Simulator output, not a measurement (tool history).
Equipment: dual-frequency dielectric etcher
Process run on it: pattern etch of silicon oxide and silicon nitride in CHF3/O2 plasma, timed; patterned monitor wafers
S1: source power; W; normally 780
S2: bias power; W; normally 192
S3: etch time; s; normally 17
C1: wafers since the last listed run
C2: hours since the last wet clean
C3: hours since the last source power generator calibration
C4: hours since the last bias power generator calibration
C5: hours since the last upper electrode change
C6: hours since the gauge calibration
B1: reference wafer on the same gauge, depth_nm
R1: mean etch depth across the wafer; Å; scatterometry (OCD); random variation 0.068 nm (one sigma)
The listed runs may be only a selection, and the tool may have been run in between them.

run 1 hour=0 | S1=780 S2=192 S3=15.5 | C1=0 C2=525.3 C3=1379.2 C4=3623.2 C5=1890.7 C6=1118.8 | B1=30.51 | R1=263.2
-- hour=76 bias power generator calibrated
run 2 hour=81.7 | S1=780 S2=192 S3=17 | C1=1403 C2=607 C3=1460.9 C4=5.7 C5=1972.4 C6=1200.5 | B1=30.5 | R1=288.8
run 3 hour=165.8 | S1=780 S2=192 S3=17 | C1=1519 C2=691.1 C3=1545 C4=89.8 C5=2056.5 C6=1284.6 | B1=30.52 | R1=287.8
-- hour=195.5 wet clean of the chamber
run 4 hour=218.5 | S1=780 S2=192 S3=17 | C1=518 C2=23 C3=1597.7 C4=142.5 C5=2109.2 C6=1337.3 | B1=30.47 | R1=280.7
run 5 hour=290.6 | S1=780 S2=192 S3=17 | C1=1302 C2=95.1 C3=1669.8 C4=214.6 C5=2181.3 C6=1409.4 | B1=30.49 | R1=280.8
-- hour=295.4 source power generator calibrated
-- hour=362.4 upper electrode replaced
run 6 hour=362.9 | S1=780 S2=192 S3=17 | C1=800 C2=167.4 C3=67.5 C4=286.9 C5=0.5 C6=1481.7 | B1=30.49 | R1=280.4
run 7 hour=435.9 | S1=780 S2=192 S3=17 | C1=1318 C2=240.4 C3=140.5 C4=359.9 C5=73.5 C6=1554.7 | B1=30.49 | R1=280.7
run 8 hour=472.9 | S1=650 S2=192 S3=19.5 | C1=668 C2=277.4 C3=177.5 C4=396.9 C5=110.5 C6=1591.7 | B1=30.51 | R1=303
run 9 hour=577.3 | S1=780 S2=192 S3=17 | C1=1886 C2=381.8 C3=281.9 C4=501.3 C5=214.9 C6=1696.1 | B1=30.5 | R1=278.5
run 10 hour=631.8 | S1=690 S2=157 S3=14 | C1=984 C2=436.3 C3=336.4 C4=555.8 C5=269.4 C6=1750.6 | B1=30.52 | R1=209.9
-- hour=674.2 wet clean of the chamber, repeated, since the last time left the tool worse
run 11 hour=737.1 | S1=780 S2=192 S3=17 | C1=1468 C2=62.9 C3=441.7 C4=661.1 C5=374.7 C6=1855.9 | B1=30.5 | R1=294.2
run 12 hour=784.9 | S1=780 S2=192 S3=17 | C1=863 C2=110.7 C3=489.5 C4=708.9 C5=422.5 C6=1903.7 | B1=30.52 | R1=293.6
run 13 hour=849.3 | S1=780 S2=192 S3=17 | C1=1163 C2=175.1 C3=553.9 C4=773.3 C5=486.9 C6=1968.1 | B1=30.51 | R1=292.7
run 14 hour=916.7 | S1=780 S2=223 S3=17 | C1=1217 C2=242.5 C3=621.3 C4=840.7 C5=554.3 C6=2035.5 | B1=30.5 | R1=303
run 15 hour=969.5 | S1=890 S2=173 S3=15 | C1=954 C2=295.3 C3=674.1 C4=893.5 C5=607.1 C6=2088.3 | B1=30.5 | R1=260.3
run 16 hour=1075.7 | S1=970 S2=152 S3=14.5 | C1=1918 C2=401.5 C3=780.3 C4=999.7 C5=713.3 C6=2194.5 | B1=30.54 | R1=250.5
run 17 hour=1268.4 | S1=840 S2=192 S3=14.5 | C1=3481 C2=594.2 C3=973 C4=1192.4 C5=906 C6=2387.2 | B1=30.48 | R1=250.8
run 18 hour=1345.6 | S1=780 S2=192 S3=17 | C1=1394 C2=671.4 C3=1050.2 C4=1269.6 C5=983.2 C6=2464.4 | B1=30.52 | R1=285.8
-- hour=1371.5 wet clean of the chamber
run 19 hour=1396.6 | S1=780 S2=192 S3=17 | C1=487 C2=25.1 C3=1101.2 C4=1320.6 C5=1034.2 C6=2515.4 | B1=30.49 | R1=295.8
run 20 hour=1453.4 | S1=780 S2=192 S3=17 | C1=1026 C2=81.9 C3=1158 C4=1377.4 C5=1091 C6=2572.2 | B1=30.5 | R1=295.2
run 21 hour=1548.8 | S1=780 S2=192 S3=13.5 | C1=1723 C2=177.3 C3=1253.4 C4=1472.8 C5=1186.4 C6=2667.6 | B1=30.54 | R1=234.6
-- hour=1559.7 gauge calibrated
run 22 hour=1649.7 | S1=680 S2=166 S3=12.5 | C1=1823 C2=278.2 C3=1354.3 C4=1573.7 C5=1287.3 C6=90 | B1=30.48 | R1=199.8
run 23 hour=1756.1 | S1=780 S2=211 S3=17 | C1=1922 C2=384.6 C3=1460.7 C4=1680.1 C5=1393.7 C6=196.4 | B1=30.52 | R1=298.6
run 24 hour=1844.5 | S1=780 S2=231 S3=15.5 | C1=1597 C2=473 C3=1549.1 C4=1768.5 C5=1482.1 C6=284.8 | B1=30.51 | R1=277.9
run 25 hour=1914.3 | S1=840 S2=192 S3=19.5 | C1=1261 C2=542.8 C3=1618.9 C4=1838.3 C5=1551.9 C6=354.6 | B1=30.52 | R1=341.3
run 26 hour=1964.3 | S1=710 S2=192 S3=17 | C1=903 C2=592.8 C3=1668.9 C4=1888.3 C5=1601.9 C6=404.6 | B1=30.49 | R1=281.5
-- hour=2022.6 wet clean of the chamber
-- hour=2068.3 source power generator calibrated
run 27 hour=2112.3 | S1=700 S2=192 S3=14 | C1=2168 C2=89.7 C3=44 C4=2036.3 C5=1749.9 C6=552.6 | B1=30.51 | R1=235.1
run 28 hour=2165.2 | S1=780 S2=192 S3=17 | C1=955 C2=142.6 C3=96.9 C4=2089.2 C5=1802.8 C6=605.5 | B1=30.5 | R1=294.2
run 29 hour=2214.7 | S1=670 S2=192 S3=19.5 | C1=894 C2=192.1 C3=146.4 C4=2138.7 C5=1852.3 C6=655 | B1=30.53 | R1=321.9

Same runs, no hidden state in the tool, same run-to-run variation:
What the log doesn't record here: etch rate over this chamber's usual, %; source power that arrives over what is set, %; bias power that arrives over what is set, %; gauge reads high (%).
run=1 R1=267.9
run=2 R1=294.9
run=3 R1=294.9
run=4 R1=293.3
run=5 R1=294.3
run=6 R1=294.8
run=7 R1=296
run=8 R1=320.1
run=9 R1=295.5
run=10 R1=223.2
run=11 R1=294.9
run=12 R1=294.8
run=13 R1=294.7
run=14 R1=305.9
run=15 R1=263.3
run=16 R1=254.5
run=17 R1=256.8
run=18 R1=293.5
run=19 R1=294.2
run=20 R1=294.3
run=21 R1=234.7
run=22 R1=200.7
run=23 R1=301.3
run=24 R1=281.3
run=25 R1=346.6
run=26 R1=286.4
run=27 R1=235.3
run=28 R1=295
run=29 R1=323.4
